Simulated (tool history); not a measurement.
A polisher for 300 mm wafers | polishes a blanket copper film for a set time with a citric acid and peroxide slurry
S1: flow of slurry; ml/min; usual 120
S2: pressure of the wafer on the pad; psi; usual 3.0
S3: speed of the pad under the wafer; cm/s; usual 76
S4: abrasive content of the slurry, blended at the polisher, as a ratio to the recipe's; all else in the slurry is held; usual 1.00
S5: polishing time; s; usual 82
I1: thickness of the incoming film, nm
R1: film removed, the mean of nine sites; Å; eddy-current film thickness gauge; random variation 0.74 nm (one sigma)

run,hour,S1,S2,S3,S4,S5,I1,R1
1,0.0,120,3.0,76,1.00,82,1021.8,1159
# hour 8.7: worn pad replaced by a new one
2,28.8,120,3.0,76,1.00,82,1039.1,1161
# hour 70.5: slurry nozzle cleaned
3,71.3,120,3.0,76,1.00,82,1033.7,1172
# hour 104.8: slurry blender recalibrated
4,129.7,120,3.0,76,1.00,82,1021.5,1159
5,182.4,120,3.0,76,1.00,82,1024.2,1176
# hour 229.6: worn pad replaced by a new one
6,230.6,120,3.0,76,1.00,82,1037.9,1177
7,263.9,120,3.0,76,1.00,82,1046.9,1163
# hour 291.0: slurry nozzle cleaned
8,310.6,120,3.0,76,1.00,82,1027.1,1170
# hour 374.7: slurry blender recalibrated
9,378.8,120,3.0,76,1.00,82,1041.7,1170
# hour 448.2: worn pad replaced by a new one
10,448.7,120,3.0,76,1.00,82,1015.2,1161
11,493.5,120,3.0,76,0.95,82,1045.5,1163
# hour 519.5: slurry nozzle cleaned
12,542.0,120,3.0,76,0.95,82,1016.4,1162
# hour 576.4: head pressure recalibrated
# hour 604.3: slurry blender recalibrated
13,608.3,120,3.0,76,0.95,82,1036.0,1168
# hour 644.0: worn pad replaced by a new one
14,655.0,120,3.0,76,1.00,82,1045.1,1162
15,683.3,100,3.0,76,1.00,92,1035.2,1265
16,726.4,95,3.0,76,0.80,82,1022.4,1054
# hour 734.0: slurry nozzle cleaned
17,786.2,120,2.1,76,1.00,54,1035.7,545
18,812.7,85,3.0,88,1.00,82,1028.1,1231
# hour 853.6: worn pad replaced by a new one
19,859.2,120,3.0,76,1.00,82,1046.0,1166
20,893.1,120,3.0,76,1.30,82,1048.2,1227
# hour 908.7: slurry blender recalibrated
21,939.8,120,3.0,76,0.95,82,1026.7,1176
22,980.8,120,3.6,76,1.00,58,1028.4,986
23,1008.9,120,3.0,76,1.00,82,1017.8,1165
# hour 1010.6: slurry nozzle cleaned
24,1055.5,135,3.3,102,1.00,82,1044.5,1732
25,1080.9,105,3.0,76,1.00,82,1024.0,1142
# hour 1115.9: worn pad replaced by a new one
26,1150.9,120,3.0,76,1.00,82,1007.9,1178

3 ways to go on from here, each from the tool as it stands after run 26. What would each give?
A,1151.4,120,3.0,76,1.00,82,1025.7,?
B,1151.4,130,3.0,76,1.00,82,1025.7,?
C,1151.4,120,3.5,76,1.15,82,1025.7,?

run,R1
A,1170
B,1191
C,1394
Without the tool's hidden state the same runs would have given:
run,R1
A,1170
B,1191
C,1394
